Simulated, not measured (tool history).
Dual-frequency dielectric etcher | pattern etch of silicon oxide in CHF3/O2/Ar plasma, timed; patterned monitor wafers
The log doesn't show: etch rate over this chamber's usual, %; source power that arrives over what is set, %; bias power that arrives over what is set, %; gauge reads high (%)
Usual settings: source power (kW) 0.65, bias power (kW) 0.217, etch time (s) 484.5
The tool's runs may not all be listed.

run	hour	source power (kW)	bias power (kW)	etch time (s)	wafers since the last listed run	hours since the last wet clean	hours since the last source power generator calibration	hours since the last bias power generator calibration	hours since the last upper electrode change	hours since the gauge calibration	read-back reference wafer on the same gauge, depth_nm	mean etch depth across the wafer (angstrom)
1	0	0.76	0.217	577	0	209.5	3159.1	2264.3	4037.5	74.3	1218.9	13487
2	11.7	0.76	0.217	577	28	221.2	3170.8	2276	4049.2	86	1220.4	13502
3	25.9	0.76	0.217	577	34	235.4	3185	2290.2	4063.4	100.2	1219.8	13510
4	33.6	0.65	0.217	402.5	18	243.1	3192.7	2297.9	4071.1	107.9	1219.5	8773
5	47	0.65	0.217	402.5	32	256.5	3206.1	2311.3	4084.5	121.3	1219.7	8798
6	56.3	0.76	0.217	484.5	22	265.8	3215.4	2320.6	4093.8	130.6	1219.4	11344
7	71.7	0.76	0.217	484.5	37	281.2	3230.8	2336	4109.2	146	1220.2	11370
8	82.5	0.76	0.217	484.5	26	292	3241.6	2346.8	4120	156.8	1220.5	11354
9	96.3	0.54	0.258	484.5	33	305.8	3255.4	2360.6	4133.8	170.6	1219.4	10164
10	102.3	0.54	0.258	484.5	14	311.8	3261.4	2366.6	4139.8	176.6	1220.2	10181
11	118.6	0.65	0.217	484.5	39	328.1	3277.7	2382.9	4156.1	192.9	1220.2	10598
12	129.3	0.65	0.217	484.5	25	338.8	3288.4	2393.6	4166.8	203.6	1219.4	10604
13	146.2	0.77	0.248	616	40	355.7	3305.3	2410.5	4183.7	220.5	1219.8	15126
# hour 151.9: source power generator calibrated
14	161.4	0.5	0.237	484.5	27	370.9	9.5	2425.7	4198.9	235.7	1220.9	9647
# hour 180.3: bias power generator calibrated
# hour 196.5: wet clean of the chamber
# hour 198.7: upper electrode replaced
15	199.2	0.65	0.254	484.5	37	2.7	47.3	18.9	0.5	273.5	1219.6	10806
16	199.7	0.65	0.245	545	1	3.2	47.8	19.4	1	274	1219.6	12069
17	200.1	0.59	0.217	484.5	0	3.6	48.2	19.8	1.4	274.4	1219.2	9938
18	209.7	0.65	0.217	484.5	23	13.2	57.8	29.4	11	284	1220	10402
# hour 213.7: gauge calibrated
19	226.5	0.53	0.189	528	40	30	74.6	46.2	27.8	12.8	1219.6	9943
20	239.9	0.6	0.19	569	32	43.4	88	59.6	41.2	26.2	1220.5	11397
21	280.6	0.54	0.217	413	98	84.1	128.7	100.3	81.9	66.9	1220.5	8147
22	293.3	0.54	0.258	484.5	30	96.8	141.4	113	94.6	79.6	1219.5	10026
23	299.6	0.76	0.217	339.5	15	103.1	147.7	119.3	100.9	85.9	1220.2	7867
24	307.3	0.77	0.248	616	18	110.8	155.4	127	108.6	93.6	1220	14857

Forecast each of these 4 alternatives for the next run:
A	307.9	0.65	0.217	484.5	1	111.4	156	127.6	109.2	94.2	?	?
B	307.9	0.74	0.217	484.5	1	111.4	156	127.6	109.2	94.2	?	?
C	307.9	0.79	0.217	484.5	1	111.4	156	127.6	109.2	94.2	?	?
D	307.9	0.65	0.188	484.5	1	111.4	156	127.6	109.2	94.2	?	?

run	read-back reference wafer on the same gauge, depth_nm	mean etch depth across the wafer (angstrom)
A	1219.8	10451
B	1219.8	11090
C	1219.8	11421
D	1219.8	10082
Without the tool's hidden state the same runs would have given:
run	mean etch depth across the wafer (angstrom)
A	10391
B	11027
C	11356
D	10024
